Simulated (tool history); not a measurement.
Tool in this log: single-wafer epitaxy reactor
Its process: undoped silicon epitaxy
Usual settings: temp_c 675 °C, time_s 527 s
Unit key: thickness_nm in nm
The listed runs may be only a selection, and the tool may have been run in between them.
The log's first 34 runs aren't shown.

| run | hour | temp_c | time_s | wafers since the last listed run | hours since the last pyrometer calibration | hours since the gauge calibration | read-back reference wafer on the same gauge, thickness_nm | thickness_nm |
|---|---|---|---|---|---|---|---|---|
| 35 | 3393.8 | 675 | 527 | 984 | 869.1 | 710.0 | 167.952 | 158.663 |
|  | 3416.5 | pyrometer calibrated |
| 36 | 3479.0 | 675 | 431 | 275 | 62.5 | 795.2 | 168.011 | 131.106 |
| 37 | 3557.3 | 689 | 569 | 278 | 140.8 | 873.5 | 167.957 | 239.523 |
| 38 | 3665.0 | 675 | 527 | 383 | 248.5 | 981.2 | 168.007 | 160.359 |
| 39 | 3747.7 | 681 | 611 | 294 | 331.2 | 1063.9 | 167.994 | 212.222 |
| 40 | 3838.2 | 682 | 426 | 322 | 421.7 | 1154.4 | 168.034 | 152.446 |
| 41 | 3896.1 | 685 | 585 | 206 | 479.6 | 1212.3 | 168.094 | 222.289 |
| 42 | 3977.3 | 675 | 500 | 289 | 560.8 | 1293.5 | 168.055 | 150.965 |
| 43 | 4080.3 | 668 | 493 | 366 | 663.8 | 1396.5 | 168.107 | 126.062 |
| 44 | 4156.3 | 675 | 527 | 270 | 739.8 | 1472.5 | 167.962 | 158.674 |
| 45 | 4259.5 | 669 | 466 | 367 | 843.0 | 1575.7 | 167.990 | 121.607 |

5 ways to go on from here, each from the tool as it stands after run 45. What would each give?
| A | 4260.0 | 690 | 527 | 1 | 843.5 | 1576.2 | ? | ? |
| B | 4260.0 | 675 | 434 | 1 | 843.5 | 1576.2 | ? | ? |
| C | 4260.0 | 662 | 469 | 1 | 843.5 | 1576.2 | ? | ? |
| D | 4260.0 | 685 | 495 | 1 | 843.5 | 1576.2 | ? | ? |
| E | 4260.0 | 675 | 577 | 1 | 843.5 | 1576.2 | ? | ? |

| run | read-back reference wafer on the same gauge, thickness_nm | thickness_nm |
|---|---|---|
| A | 167.888 | 225.436 |
| B | 167.888 | 131.172 |
| C | 167.888 | 103.825 |
| D | 167.888 | 188.855 |
| E | 167.888 | 174.392 |
With the hidden condition removed and each run's random variation left untouched, the same runs would have given:
| run | thickness_nm |
|---|---|
| A | 228.198 |
| B | 132.838 |
| C | 105.186 |
| D | 191.196 |
| E | 176.607 |
